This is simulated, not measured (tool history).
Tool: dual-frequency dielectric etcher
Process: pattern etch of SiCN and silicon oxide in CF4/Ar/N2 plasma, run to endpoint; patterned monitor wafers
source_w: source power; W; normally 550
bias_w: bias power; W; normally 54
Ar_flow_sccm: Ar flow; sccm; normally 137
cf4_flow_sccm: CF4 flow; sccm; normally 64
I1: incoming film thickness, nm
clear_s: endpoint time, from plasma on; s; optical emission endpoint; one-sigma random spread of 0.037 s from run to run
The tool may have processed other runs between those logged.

{"run": 1, "hour": 0.0, "source_w": 550, "bias_w": 54, "Ar_flow_sccm": 137, "cf4_flow_sccm": 64, "I1": 12.07, "clear_s": 12.2}
{"run": 2, "hour": 18.2, "source_w": 550, "bias_w": 54, "Ar_flow_sccm": 137, "cf4_flow_sccm": 76, "I1": 12.18, "clear_s": 12.0}
{"run": 3, "hour": 28.0, "source_w": 550, "bias_w": 54, "Ar_flow_sccm": 137, "cf4_flow_sccm": 76, "I1": 12.01, "clear_s": 11.8}
{"run": 4, "hour": 39.6, "source_w": 550, "bias_w": 54, "Ar_flow_sccm": 137, "cf4_flow_sccm": 64, "I1": 11.98, "clear_s": 12.0}
{"run": 5, "hour": 52.8, "source_w": 550, "bias_w": 54, "Ar_flow_sccm": 137, "cf4_flow_sccm": 64, "I1": 11.89, "clear_s": 12.0}
{"run": 6, "hour": 69.5, "source_w": 550, "bias_w": 54, "Ar_flow_sccm": 137, "cf4_flow_sccm": 64, "I1": 12.02, "clear_s": 12.0}
{"run": 7, "hour": 84.4, "source_w": 650, "bias_w": 54, "Ar_flow_sccm": 122, "cf4_flow_sccm": 64, "I1": 11.99, "clear_s": 9.8}
{"hour": 93.9, "done": "source power generator calibrated"}
{"run": 8, "hour": 94.4, "source_w": 650, "bias_w": 54, "Ar_flow_sccm": 122, "cf4_flow_sccm": 64, "I1": 12.01, "clear_s": 9.8}
{"run": 9, "hour": 104.1, "source_w": 650, "bias_w": 54, "Ar_flow_sccm": 122, "cf4_flow_sccm": 64, "I1": 12.0, "clear_s": 9.7}
{"run": 10, "hour": 120.9, "source_w": 550, "bias_w": 63, "Ar_flow_sccm": 123, "cf4_flow_sccm": 64, "I1": 12.04, "clear_s": 11.2}
{"run": 11, "hour": 127.0, "source_w": 550, "bias_w": 62, "Ar_flow_sccm": 137, "cf4_flow_sccm": 64, "I1": 12.0, "clear_s": 11.4}
{"hour": 141.8, "done": "Ar flow controller replaced"}
{"hour": 157.6, "done": "upper electrode replaced"}
{"run": 12, "hour": 158.1, "source_w": 610, "bias_w": 54, "Ar_flow_sccm": 109, "cf4_flow_sccm": 64, "I1": 12.07, "clear_s": 10.1}
{"run": 13, "hour": 158.4, "source_w": 630, "bias_w": 54, "Ar_flow_sccm": 117, "cf4_flow_sccm": 70, "I1": 11.88, "clear_s": 9.7}
{"hour": 177.3, "done": "CF4 flow controller replaced"}
{"hour": 180.9, "done": "bias power generator calibrated"}
{"hour": 189.0, "done": "wet clean of the chamber"}
{"run": 14, "hour": 189.5, "source_w": 550, "bias_w": 50, "Ar_flow_sccm": 137, "cf4_flow_sccm": 51, "I1": 12.0, "clear_s": 12.9}
{"run": 15, "hour": 189.8, "source_w": 550, "bias_w": 54, "Ar_flow_sccm": 137, "cf4_flow_sccm": 64, "I1": 12.09, "clear_s": 12.3}

What does the tool deliver on the next run?
{"run": 16, "hour": 220.7, "source_w": 410, "bias_w": 64, "Ar_flow_sccm": 113, "cf4_flow_sccm": 72, "I1": 11.97, "clear_s": "?"}

Run 16 measured clear_s 14.9 s.
Had the tool carried no hidden state, the very same run would have given clear_s 15.0 s.
